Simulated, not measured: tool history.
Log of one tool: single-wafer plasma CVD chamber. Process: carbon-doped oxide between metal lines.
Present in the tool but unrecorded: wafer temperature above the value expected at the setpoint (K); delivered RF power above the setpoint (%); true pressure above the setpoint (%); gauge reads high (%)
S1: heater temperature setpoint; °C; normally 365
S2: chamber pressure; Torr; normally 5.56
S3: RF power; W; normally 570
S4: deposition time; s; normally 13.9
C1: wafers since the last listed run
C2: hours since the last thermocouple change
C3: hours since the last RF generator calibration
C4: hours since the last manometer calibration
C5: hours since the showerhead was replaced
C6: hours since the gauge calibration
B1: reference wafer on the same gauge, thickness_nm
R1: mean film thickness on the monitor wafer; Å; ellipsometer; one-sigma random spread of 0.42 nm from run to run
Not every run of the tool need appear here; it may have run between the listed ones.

{"run": 1, "hour": 0.0, "S1": 365, "S2": 5.56, "S3": 570, "S4": 13.9, "C1": 0, "C2": 2483.5, "C3": 193.3, "C4": 81.2, "C5": 6212, "C6": 671.2, "B1": 86.821, "R1": 721.56}
{"run": 2, "hour": 89.3, "S1": 365, "S2": 5.56, "S3": 570, "S4": 13.9, "C1": 2180, "C2": 2572.8, "C3": 282.6, "C4": 170.5, "C5": 6301.3, "C6": 760.5, "B1": 86.623, "R1": 717.32}
{"run": 3, "hour": 341.4, "S1": 365, "S2": 5.56, "S3": 570, "S4": 13.9, "C1": 6155, "C2": 2824.9, "C3": 534.7, "C4": 422.6, "C5": 6553.4, "C6": 1012.6, "B1": 86.804, "R1": 712.05}
{"run": 4, "hour": 426.0, "S1": 365, "S2": 5.56, "S3": 570, "S4": 13.9, "C1": 2065, "C2": 2909.5, "C3": 619.3, "C4": 507.2, "C5": 6638, "C6": 1097.2, "B1": 86.823, "R1": 714.91}
{"run": 5, "hour": 512.7, "S1": 365, "S2": 5.56, "S3": 570, "S4": 13.9, "C1": 2116, "C2": 2996.2, "C3": 706, "C4": 593.9, "C5": 6724.7, "C6": 1183.9, "B1": 86.693, "R1": 710.22}
{"hour": 528.3, "done": "thermocouple changed; heater temperature recalibrated"}
{"hour": 553.2, "done": "showerhead replaced"}
{"hour": 563.6, "done": "gauge calibrated"}
{"run": 6, "hour": 582.4, "S1": 365, "S2": 5.56, "S3": 570, "S4": 13.9, "C1": 1311, "C2": 54.1, "C3": 775.7, "C4": 663.6, "C5": 29.2, "C6": 18.8, "B1": 86.838, "R1": 704.73}
{"run": 7, "hour": 637.4, "S1": 365, "S2": 5.56, "S3": 570, "S4": 13.9, "C1": 1342, "C2": 109.1, "C3": 830.7, "C4": 718.6, "C5": 84.2, "C6": 73.8, "B1": 86.992, "R1": 706.38}
{"run": 8, "hour": 677.1, "S1": 365, "S2": 4.53, "S3": 570, "S4": 13.9, "C1": 969, "C2": 148.8, "C3": 870.4, "C4": 758.3, "C5": 123.9, "C6": 113.5, "B1": 86.729, "R1": 667.7}
{"run": 9, "hour": 745.4, "S1": 375, "S2": 4.64, "S3": 570, "S4": 13.9, "C1": 1667, "C2": 217.1, "C3": 938.7, "C4": 826.6, "C5": 192.2, "C6": 181.8, "B1": 86.656, "R1": 653.87}
{"run": 10, "hour": 813.8, "S1": 365, "S2": 5.56, "S3": 570, "S4": 13.9, "C1": 1670, "C2": 285.5, "C3": 1007.1, "C4": 895, "C5": 260.6, "C6": 250.2, "B1": 86.999, "R1": 703.27}
{"run": 11, "hour": 882.8, "S1": 365, "S2": 5.56, "S3": 540, "S4": 11.9, "C1": 1684, "C2": 354.5, "C3": 1076.1, "C4": 964, "C5": 329.6, "C6": 319.2, "B1": 86.886, "R1": 565.94}
{"hour": 897.2, "done": "RF generator calibrated"}
{"hour": 922.4, "done": "capacitance manometer re-zeroed and calibrated"}
{"run": 12, "hour": 945.6, "S1": 380, "S2": 6.95, "S3": 530, "S4": 15.9, "C1": 1142, "C2": 417.3, "C3": 48.4, "C4": 23.2, "C5": 392.4, "C6": 382, "B1": 86.794, "R1": 769.68}
{"run": 13, "hour": 1033.8, "S1": 365, "S2": 5.56, "S3": 570, "S4": 13.9, "C1": 2153, "C2": 505.5, "C3": 136.6, "C4": 111.4, "C5": 480.6, "C6": 470.2, "B1": 86.605, "R1": 725.88}
{"run": 14, "hour": 1099.0, "S1": 369, "S2": 5.56, "S3": 570, "S4": 13.9, "C1": 1591, "C2": 570.7, "C3": 201.8, "C4": 176.6, "C5": 545.8, "C6": 535.4, "B1": 86.786, "R1": 717.56}
{"run": 15, "hour": 1173.9, "S1": 365, "S2": 5.94, "S3": 615, "S4": 13.9, "C1": 1828, "C2": 645.6, "C3": 276.7, "C4": 251.5, "C5": 620.7, "C6": 610.3, "B1": 86.793, "R1": 777.17}

4 options for the next run, each taken on its own from the tool as it stands now. Forecast them:
{"run": "A", "hour": 1174.3, "S1": 365, "S2": 5.56, "S3": 570, "S4": 13.9, "C1": 9, "C2": 646, "C3": 277.1, "C4": 251.9, "C5": 621.1, "C6": 610.7, "B1": "?", "R1": "?"}
{"run": "B", "hour": 1174.3, "S1": 351, "S2": 5.02, "S3": 645, "S4": 11.5, "C1": 9, "C2": 646, "C3": 277.1, "C4": 251.9, "C5": 621.1, "C6": 610.7, "B1": "?", "R1": "?"}
{"run": "C", "hour": 1174.3, "S1": 365, "S2": 5.56, "S3": 655, "S4": 15.8, "C1": 9, "C2": 646, "C3": 277.1, "C4": 251.9, "C5": 621.1, "C6": 610.7, "B1": "?", "R1": "?"}
{"run": "D", "hour": 1174.3, "S1": 370, "S2": 4.5, "S3": 570, "S4": 13.9, "C1": 9, "C2": 646, "C3": 277.1, "C4": 251.9, "C5": 621.1, "C6": 610.7, "B1": "?", "R1": "?"}

run=A B1=86.725 R1=715.93
run=B B1=86.725 R1=671.47
run=C B1=86.725 R1=923.85
run=D B1=86.725 R1=671.97
With the hidden condition removed and each run's random variation left untouched, the same runs would have given:
run=A R1=723.17
run=B R1=678.11
run=C R1=932.99
run=D R1=678.76

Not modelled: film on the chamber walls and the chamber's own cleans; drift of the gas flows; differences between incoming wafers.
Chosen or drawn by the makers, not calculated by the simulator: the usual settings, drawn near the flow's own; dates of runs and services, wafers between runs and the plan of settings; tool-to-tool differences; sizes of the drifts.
